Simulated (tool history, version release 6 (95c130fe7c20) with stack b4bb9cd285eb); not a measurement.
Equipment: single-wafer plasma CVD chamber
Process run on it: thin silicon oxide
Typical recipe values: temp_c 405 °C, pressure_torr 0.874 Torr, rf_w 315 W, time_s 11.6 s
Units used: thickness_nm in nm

| run | hour | temp_c | pressure_torr | rf_w | time_s | wafers since the last listed run | hours since the last thermocouple change | hours since the last RF generator calibration | hours since the last manometer calibration | hours since the showerhead was replaced | hours since the gauge calibration | read-back reference wafer on the same gauge, thickness_nm | thickness_nm |
|---|---|---|---|---|---|---|---|---|---|---|---|---|---|
| 1 | 0.0 | 405 | 0.874 | 315 | 11.6 | 0 | 1650.9 | 2373.5 | 2661.6 | 3111.5 | 466.2 | 25.188 | 23.122 |
| 2 | 45.1 | 405 | 0.874 | 315 | 11.6 | 1485 | 1696.0 | 2418.6 | 2706.7 | 3156.6 | 511.3 | 25.188 | 23.287 |
| 3 | 52.0 | 405 | 0.874 | 315 | 11.6 | 227 | 1702.9 | 2425.5 | 2713.6 | 3163.5 | 518.2 | 25.212 | 23.285 |
| 4 | 67.6 | 405 | 0.874 | 315 | 11.6 | 513 | 1718.5 | 2441.1 | 2729.2 | 3179.1 | 533.8 | 25.219 | 23.241 |
| 5 | 82.5 | 405 | 0.874 | 315 | 11.6 | 490 | 1733.4 | 2456.0 | 2744.1 | 3194.0 | 548.7 | 25.225 | 23.194 |
| 6 | 92.2 | 405 | 0.874 | 315 | 11.6 | 319 | 1743.1 | 2465.7 | 2753.8 | 3203.7 | 558.4 | 25.222 | 23.179 |
| 7 | 103.0 | 405 | 0.874 | 315 | 11.6 | 355 | 1753.9 | 2476.5 | 2764.6 | 3214.5 | 569.2 | 25.161 | 23.273 |
| 8 | 111.5 | 405 | 0.874 | 315 | 11.6 | 279 | 1762.4 | 2485.0 | 2773.1 | 3223.0 | 577.7 | 25.190 | 23.101 |
|  | 121.2 | gauge calibrated |
|  | 124.9 | RF generator calibrated |
| 9 | 129.1 | 405 | 0.874 | 315 | 11.6 | 316 | 1780.0 | 4.2 | 2790.7 | 3240.6 | 7.9 | 25.168 | 23.272 |
| 10 | 143.6 | 405 | 0.874 | 315 | 11.6 | 477 | 1794.5 | 18.7 | 2805.2 | 3255.1 | 22.4 | 25.225 | 23.195 |
| 11 | 160.0 | 405 | 0.874 | 315 | 11.6 | 540 | 1810.9 | 35.1 | 2821.6 | 3271.5 | 38.8 | 25.170 | 23.134 |
|  | 172.0 | thermocouple changed; heater temperature recalibrated |
| 12 | 172.5 | 405 | 0.874 | 315 | 11.6 | 148 | 0.5 | 47.6 | 2834.1 | 3284.0 | 51.3 | 25.240 | 23.269 |
| 13 | 180.6 | 405 | 1.080 | 315 | 13.0 | 266 | 8.6 | 55.7 | 2842.2 | 3292.1 | 59.4 | 25.222 | 30.057 |
| 14 | 194.3 | 397 | 0.737 | 290 | 10.0 | 451 | 22.3 | 69.4 | 2855.9 | 3305.8 | 73.1 | 25.258 | 17.186 |
| 15 | 211.1 | 405 | 0.874 | 375 | 10.6 | 553 | 39.1 | 86.2 | 2872.7 | 3322.6 | 89.9 | 25.190 | 22.489 |
| 16 | 219.7 | 405 | 0.874 | 315 | 11.6 | 283 | 47.7 | 94.8 | 2881.3 | 3331.2 | 98.5 | 25.206 | 23.319 |
| 17 | 255.3 | 417 | 1.075 | 360 | 11.6 | 1172 | 83.3 | 130.4 | 2916.9 | 3366.8 | 134.1 | 25.213 | 27.648 |
| 18 | 261.8 | 398 | 0.874 | 350 | 10.7 | 214 | 89.8 | 136.9 | 2923.4 | 3373.3 | 140.6 | 25.194 | 22.192 |
|  | 278.4 | capacitance manometer re-zeroed and calibrated |
| 19 | 278.9 | 405 | 0.874 | 350 | 10.7 | 299 | 106.9 | 154.0 | 0.5 | 3390.4 | 157.7 | 25.239 | 22.120 |
| 20 | 280.3 | 405 | 0.874 | 315 | 13.2 | 46 | 108.3 | 155.4 | 1.9 | 3391.8 | 159.1 | 25.151 | 26.438 |
| 21 | 293.4 | 410 | 1.011 | 345 | 11.6 | 431 | 121.4 | 168.5 | 15.0 | 3404.9 | 172.2 | 25.244 | 26.389 |
|  | 314.2 | showerhead replaced |
| 22 | 314.7 | 405 | 1.053 | 315 | 12.6 | 438 | 142.7 | 189.8 | 36.3 | 0.5 | 193.5 | 25.241 | 28.727 |
| 23 | 316.8 | 401 | 0.874 | 315 | 11.6 | 69 | 144.8 | 191.9 | 38.4 | 2.6 | 195.6 | 25.238 | 23.344 |
| 24 | 327.0 | 392 | 0.874 | 315 | 11.6 | 335 | 155.0 | 202.1 | 48.6 | 12.8 | 205.8 | 25.188 | 23.515 |
| 25 | 344.0 | 397 | 0.737 | 290 | 10.0 | 559 | 172.0 | 219.1 | 65.6 | 29.8 | 222.8 | 25.201 | 17.190 |
| 26 | 353.6 | 405 | 0.874 | 315 | 11.6 | 316 | 181.6 | 228.7 | 75.2 | 39.4 | 232.4 | 25.161 | 23.078 |
| 27 | 404.6 | 405 | 0.874 | 315 | 11.6 | 1679 | 232.6 | 279.7 | 126.2 | 90.4 | 283.4 | 25.176 | 23.257 |
| 28 | 451.9 | 405 | 0.874 | 315 | 11.6 | 1558 | 279.9 | 327.0 | 173.5 | 137.7 | 330.7 | 25.245 | 23.140 |

5 options for the next run, each taken on its own from the tool as it stands now. Forecast them:
| A | 452.3 | 405 | 0.874 | 315 | 11.6 | 13 | 280.3 | 327.4 | 173.9 | 138.1 | 331.1 | ? | ? |
| B | 452.3 | 418 | 0.762 | 290 | 10.0 | 13 | 280.3 | 327.4 | 173.9 | 138.1 | 331.1 | ? | ? |
| C | 452.3 | 393 | 0.874 | 315 | 11.6 | 13 | 280.3 | 327.4 | 173.9 | 138.1 | 331.1 | ? | ? |
| D | 452.3 | 405 | 0.803 | 315 | 12.3 | 13 | 280.3 | 327.4 | 173.9 | 138.1 | 331.1 | ? | ? |
| E | 452.3 | 390 | 1.085 | 315 | 13.3 | 13 | 280.3 | 327.4 | 173.9 | 138.1 | 331.1 | ? | ? |

| run | read-back reference wafer on the same gauge, thickness_nm | thickness_nm |
|---|---|---|
| A | 25.178 | 23.404 |
| B | 25.178 | 17.528 |
| C | 25.178 | 23.604 |
| D | 25.178 | 23.315 |
| E | 25.178 | 31.321 |
With the hidden condition removed and each run's random variation left untouched, the same runs would have given:
| run | thickness_nm |
|---|---|
| A | 23.404 |
| B | 17.528 |
| C | 23.604 |
| D | 23.315 |
| E | 31.321 |
